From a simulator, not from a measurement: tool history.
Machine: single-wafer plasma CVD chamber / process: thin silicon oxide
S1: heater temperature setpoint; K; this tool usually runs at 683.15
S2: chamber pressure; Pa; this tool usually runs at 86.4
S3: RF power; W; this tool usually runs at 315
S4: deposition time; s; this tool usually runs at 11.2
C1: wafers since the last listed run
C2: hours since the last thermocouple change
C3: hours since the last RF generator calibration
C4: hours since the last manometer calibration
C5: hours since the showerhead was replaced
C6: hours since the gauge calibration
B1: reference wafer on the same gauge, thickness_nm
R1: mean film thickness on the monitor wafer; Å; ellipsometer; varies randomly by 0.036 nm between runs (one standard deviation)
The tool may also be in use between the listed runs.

Run 1, hour 0.0: usual settings but S1 676.15 K, S3 280 W; C1 0; C2 2379.9; C3 748.9; C4 2125.4; C5 174.1; C6 159.9; B1 14.904. Result: R1 154.03 Å.
Run 2, hour 21.0: usual settings but S1 676.15 K, S3 280 W; C1 674; C2 2400.9; C3 769.9; C4 2146.4; C5 195.1; C6 180.9; B1 14.914. Result: R1 155.06 Å.
Run 3, hour 47.5: usual settings; C1 850; C2 2427.4; C3 796.4; C4 2172.9; C5 221.6; C6 207.4; B1 14.908. Result: R1 167.87 Å.
Run 4, hour 67.1: usual settings; C1 629; C2 2447.0; C3 816.0; C4 2192.5; C5 241.2; C6 227.0; B1 14.893. Result: R1 167.60 Å.
Run 5, hour 93.9: usual settings but S2 72.4 Pa, S3 260 W; C1 860; C2 2473.8; C3 842.8; C4 2219.3; C5 268.0; C6 253.8; B1 14.906. Result: R1 122.08 Å.
At hour 123.9: RF generator calibrated.
Run 6, hour 129.0: usual settings; C1 869; C2 2508.9; C3 5.1; C4 2254.4; C5 303.1; C6 288.9; B1 14.907. Result: R1 167.46 Å.
Run 7, hour 161.6: usual settings; C1 1046; C2 2541.5; C3 37.7; C4 2287.0; C5 335.7; C6 321.5; B1 14.898. Result: R1 167.14 Å.
Run 8, hour 178.9: usual settings but S4 9.8 s; C1 555; C2 2558.8; C3 55.0; C4 2304.3; C5 353.0; C6 338.8; B1 14.905. Result: R1 145.97 Å.
Run 9, hour 193.8: usual settings but S2 95.2 Pa; C1 478; C2 2573.7; C3 69.9; C4 2319.2; C5 367.9; C6 353.7; B1 14.895. Result: R1 182.76 Å.
Run 10, hour 207.4: usual settings; C1 436; C2 2587.3; C3 83.5; C4 2332.8; C5 381.5; C6 367.3; B1 14.900. Result: R1 167.62 Å.
Run 11, hour 219.6: usual settings but S2 78.8 Pa, S3 275 W; C1 391; C2 2599.5; C3 95.7; C4 2345.0; C5 393.7; C6 379.5; B1 14.894. Result: R1 138.39 Å.
At hour 255.0: thermocouple changed; heater temperature recalibrated.
At hour 255.6: capacitance manometer re-zeroed and calibrated.
Run 12, hour 256.1: usual settings but S2 78.8 Pa, S3 275 W; C1 898; C2 1.1; C3 132.2; C4 0.5; C5 430.2; C6 416.0; B1 14.906. Result: R1 143.58 Å.
Run 13, hour 277.7: usual settings but S2 92.9 Pa, S4 12.7 s; C1 693; C2 22.7; C3 153.8; C4 22.1; C5 451.8; C6 437.6; B1 14.904. Result: R1 209.26 Å.
Run 14, hour 296.0: usual settings but S2 96.9 Pa, S3 285 W; C1 587; C2 41.0; C3 172.1; C4 40.4; C5 470.1; C6 455.9; B1 14.894. Result: R1 178.37 Å.
Run 15, hour 315.4: usual settings; C1 622; C2 60.4; C3 191.5; C4 59.8; C5 489.5; C6 475.3; B1 14.903. Result: R1 173.02 Å.
Run 16, hour 349.4: usual settings but S2 66.0 Pa, S3 295 W, S4 10.3 s; C1 1091; C2 94.4; C3 225.5; C4 93.8; C5 523.5; C6 509.3; B1 14.896. Result: R1 118.78 Å.
Run 17, hour 366.1: usual settings but S1 676.15 K, S3 275 W; C1 536; C2 111.1; C3 242.2; C4 110.5; C5 540.2; C6 526.0; B1 14.905. Result: R1 156.58 Å.
Run 18, hour 390.2: usual settings but S1 669.15 K, S2 65.2 Pa; C1 773; C2 135.2; C3 266.3; C4 134.6; C5 564.3; C6 550.1; B1 14.908. Result: R1 135.28 Å.
Run 19, hour 416.9: usual settings but S3 295 W, S4 12.6 s; C1 857; C2 161.9; C3 293.0; C4 161.3; C5 591.0; C6 576.8; B1 14.909. Result: R1 185.69 Å.
Run 20, hour 430.9: usual settings but S1 676.15 K, S2 104.3 Pa, S3 275 W; C1 449; C2 175.9; C3 307.0; C4 175.3; C5 605.0; C6 590.8; B1 14.914. Result: R1 185.23 Å.
Run 21, hour 446.0: usual settings but S2 95.2 Pa; C1 484; C2 191.0; C3 322.1; C4 190.4; C5 620.1; C6 605.9; B1 14.907. Result: R1 189.12 Å.
Run 22, hour 466.3: usual settings but S3 280 W, S4 13.4 s; C1 651; C2 211.3; C3 342.4; C4 210.7; C5 640.4; C6 626.2; B1 14.896. Result: R1 189.40 Å.
Run 23, hour 489.4: usual settings; C1 741; C2 234.4; C3 365.5; C4 233.8; C5 663.5; C6 649.3; B1 14.914. Result: R1 172.94 Å.

Forecast run 24:
Run 24, hour 510.1: usual settings but S1 693.15 K, S2 78.1 Pa; C1 664; C2 255.1; C3 386.2; C4 254.5; C5 684.2; C6 670.0; B1 ?. Result: R1 ?.

{"run 24": {"B1": 14.903, "R1": 156.58}}
The same run, on a tool lacking any hidden state, would have yielded R1 155.32 Å.
